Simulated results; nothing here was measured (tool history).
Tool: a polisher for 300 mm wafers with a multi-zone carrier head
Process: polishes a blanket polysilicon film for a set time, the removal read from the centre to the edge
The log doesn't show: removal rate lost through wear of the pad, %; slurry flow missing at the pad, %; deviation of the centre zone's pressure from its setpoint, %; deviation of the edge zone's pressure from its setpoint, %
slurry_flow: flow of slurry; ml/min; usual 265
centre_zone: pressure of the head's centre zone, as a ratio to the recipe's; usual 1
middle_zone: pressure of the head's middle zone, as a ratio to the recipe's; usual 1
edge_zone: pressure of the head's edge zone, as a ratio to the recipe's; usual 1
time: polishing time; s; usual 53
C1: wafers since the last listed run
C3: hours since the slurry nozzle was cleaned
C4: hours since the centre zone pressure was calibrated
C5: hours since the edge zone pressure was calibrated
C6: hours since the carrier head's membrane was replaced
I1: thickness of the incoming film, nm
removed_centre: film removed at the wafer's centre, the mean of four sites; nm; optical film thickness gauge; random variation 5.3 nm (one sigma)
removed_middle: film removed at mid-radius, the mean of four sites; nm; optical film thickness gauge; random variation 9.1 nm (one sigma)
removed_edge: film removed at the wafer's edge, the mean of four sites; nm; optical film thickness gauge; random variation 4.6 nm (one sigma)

Run 1, hour 0: usual settings but centre_zone 0.92; C1 0; wafers polished on this pad 1540; C3 496.6; C4 743.9; C5 453.8; C6 825.1; I1 2133. Result: removed_centre 544.8 nm, removed_middle 580.8 nm, removed_edge 566.1 nm.
At hour 2.9: carrier head's membrane replaced by a new one.
At hour 19.9: worn pad replaced by a new one.
Run 2, hour 102.9: usual settings but centre_zone 0.92; C1 600; wafers polished on this pad 519; C3 599.5; C4 846.8; C5 556.7; C6 100; I1 2147.6. Result: removed_centre 567.2 nm, removed_middle 601.5 nm, removed_edge 589.7 nm.
At hour 151.6: slurry nozzle cleaned.
Run 3, hour 162: usual settings but centre_zone 0.92; C1 363; wafers polished on this pad 883; C3 10.4; C4 905.9; C5 615.8; C6 159.1; I1 2110.5. Result: removed_centre 557.2 nm, removed_middle 579 nm, removed_edge 584.9 nm.
Run 4, hour 224.9: usual settings but slurry_flow 195 ml/min, middle_zone 0.93; C1 393; wafers polished on this pad 1276; C3 73.3; C4 968.8; C5 678.7; C6 222; I1 2121.1. Result: removed_centre 552.6 nm, removed_middle 520.2 nm, removed_edge 558.1 nm.
Run 5, hour 261: usual settings but slurry_flow 195 ml/min, middle_zone 0.93; C1 225; wafers polished on this pad 1502; C3 109.4; C4 1004.9; C5 714.8; C6 258.1; I1 2101.8. Result: removed_centre 539.1 nm, removed_middle 517.4 nm, removed_edge 551.1 nm.
At hour 296.3: worn pad replaced by a new one.
Run 6, hour 341.3: usual settings but slurry_flow 195 ml/min, middle_zone 0.93; C1 477; wafers polished on this pad 281; C3 189.7; C4 1085.2; C5 795.1; C6 338.4; I1 2157.5. Result: removed_centre 570.5 nm, removed_middle 549.8 nm, removed_edge 574.9 nm.
Run 7, hour 407.7: usual settings; C1 415; wafers polished on this pad 697; C3 256.1; C4 1151.6; C5 861.5; C6 404.8; I1 2129.9. Result: removed_centre 585.6 nm, removed_middle 606.5 nm, removed_edge 578.2 nm.
At hour 481.3: centre zone pressure recalibrated.
Run 8, hour 523.4: usual settings; C1 711; wafers polished on this pad 1408; C3 371.8; C4 42.1; C5 977.2; C6 520.5; I1 2114.9. Result: removed_centre 583.4 nm, removed_middle 577.7 nm, removed_edge 565 nm.
At hour 536.4: worn pad replaced by a new one.
Run 9, hour 592.4: usual settings; C1 406; wafers polished on this pad 350; C3 440.8; C4 111.1; C5 1046.2; C6 589.5; I1 2152.6. Result: removed_centre 595.8 nm, removed_middle 604.5 nm, removed_edge 597.5 nm.
Run 10, hour 633.3: usual settings; C1 255; wafers polished on this pad 606; C3 481.7; C4 152; C5 1087.1; C6 630.4; I1 2177.9. Result: removed_centre 598.7 nm, removed_middle 609.5 nm, removed_edge 598.4 nm.
Run 11, hour 689.5: usual settings but centre_zone 1.09; C1 351; wafers polished on this pad 957; C3 537.9; C4 208.2; C5 1143.3; C6 686.6; I1 2105.7. Result: removed_centre 640.2 nm, removed_middle 596.4 nm, removed_edge 591 nm.
Run 12, hour 758.9: usual settings; C1 434; wafers polished on this pad 1392; C3 607.3; C4 277.6; C5 1212.7; C6 756; I1 2094.4. Result: removed_centre 584.3 nm, removed_middle 577.9 nm, removed_edge 577.3 nm.
At hour 774.9: worn pad replaced by a new one.
At hour 792.1: slurry nozzle cleaned.
Run 13, hour 848.5: usual settings but slurry_flow 175 ml/min, time 39 s; C1 529; wafers polished on this pad 454; C3 56.4; C4 367.2; C5 1302.3; C6 845.6; I1 2130.6. Result: removed_centre 411.8 nm, removed_middle 404.8 nm, removed_edge 411.2 nm.
Run 14, hour 899.8: usual settings but slurry_flow 200 ml/min, centre_zone 0.97, middle_zone 0.91; C1 321; wafers polished on this pad 775; C3 107.7; C4 418.5; C5 1353.6; C6 896.9; I1 2155.2. Result: removed_centre 559.9 nm, removed_middle 530.8 nm, removed_edge 576.5 nm.
At hour 927.6: edge zone pressure recalibrated.
At hour 961.1: carrier head's membrane replaced by a new one.
At hour 1003.5: worn pad replaced by a new one.
Run 15, hour 1004: usual settings but edge_zone 0.95; C1 583; wafers polished on this pad 2; C3 211.9; C4 522.7; C5 76.4; C6 42.9; I1 2098.2. Result: removed_centre 617.5 nm, removed_middle 603.9 nm, removed_edge 591.7 nm.
Run 16, hour 1049: usual settings but middle_zone 0.93, time 36 s; C1 281; wafers polished on this pad 284; C3 256.9; C4 567.7; C5 121.4; C6 87.9; I1 2140. Result: removed_centre 415.1 nm, removed_middle 369.6 nm, removed_edge 408.8 nm.
Run 17, hour 1126.5: usual settings but middle_zone 0.95; C1 484; wafers polished on this pad 769; C3 334.4; C4 645.2; C5 198.9; C6 165.4; I1 2137.1. Result: removed_centre 599.1 nm, removed_middle 553.5 nm, removed_edge 589.1 nm.
Run 18, hour 1186.5: usual settings; C1 375; wafers polished on this pad 1144; C3 394.4; C4 705.2; C5 258.9; C6 225.4; I1 2142.1. Result: removed_centre 588.1 nm, removed_middle 583.1 nm, removed_edge 580.5 nm.
At hour 1264.4: worn pad replaced by a new one.
Run 19, hour 1264.9: usual settings but centre_zone 1.07, middle_zone 0.94, time 34 s; C1 465; wafers polished on this pad 3; C3 472.8; C4 783.6; C5 337.3; C6 303.8; I1 2100.3. Result: removed_centre 410.4 nm, removed_middle 368 nm, removed_edge 389.6 nm.
Run 20, hour 1336.4: usual settings; C1 447; wafers polished on this pad 450; C3 544.3; C4 855.1; C5 408.8; C6 375.3; I1 2109.4. Result: removed_centre 599.1 nm, removed_middle 582 nm, removed_edge 592.9 nm.

5 ways to go on from here, each from the tool as it stands after run 20. What would each give?
Run A, hour 1336.8: usual settings; C1 2; wafers polished on this pad 453; C3 544.7; C4 855.5; C5 409.2; C6 375.7; I1 2133. Result: removed_centre ?, removed_middle ?, removed_edge ?.
Run B, hour 1336.8: usual settings but slurry_flow 315 ml/min, middle_zone 0.95, edge_zone 1.07, time 43 s; C1 2; wafers polished on this pad 453; C3 544.7; C4 855.5; C5 409.2; C6 375.7; I1 2133. Result: removed_centre ?, removed_middle ?, removed_edge ?.
Run C, hour 1336.8: usual settings but edge_zone 1.05, time 68 s; C1 2; wafers polished on this pad 453; C3 544.7; C4 855.5; C5 409.2; C6 375.7; I1 2133. Result: removed_centre ?, removed_middle ?, removed_edge ?.
Run D, hour 1336.8: usual settings but edge_zone 1.07; C1 2; wafers polished on this pad 453; C3 544.7; C4 855.5; C5 409.2; C6 375.7; I1 2133. Result: removed_centre ?, removed_middle ?, removed_edge ?.
Run E, hour 1336.8: usual settings but centre_zone 1.08; C1 2; wafers polished on this pad 453; C3 544.7; C4 855.5; C5 409.2; C6 375.7; I1 2133. Result: removed_centre ?, removed_middle ?, removed_edge ?.

run  removed_centre  removed_middle  removed_edge
  A           610.4           578.9         592.1
  B           505.3           458.1         503.9
  C           783.2           742.7         778.1
  D           610.4           578.8         612.1
  E           645.2           578.7         592.1
Without the tool's hidden state the same runs would have given:
run  removed_centre  removed_middle  removed_edge
  A           621.4           589.3         602.8
  B           514.3           466.3           513
  C           797.3             756           792
  D           621.4           589.2         623.1
  E           656.8           589.1         602.8
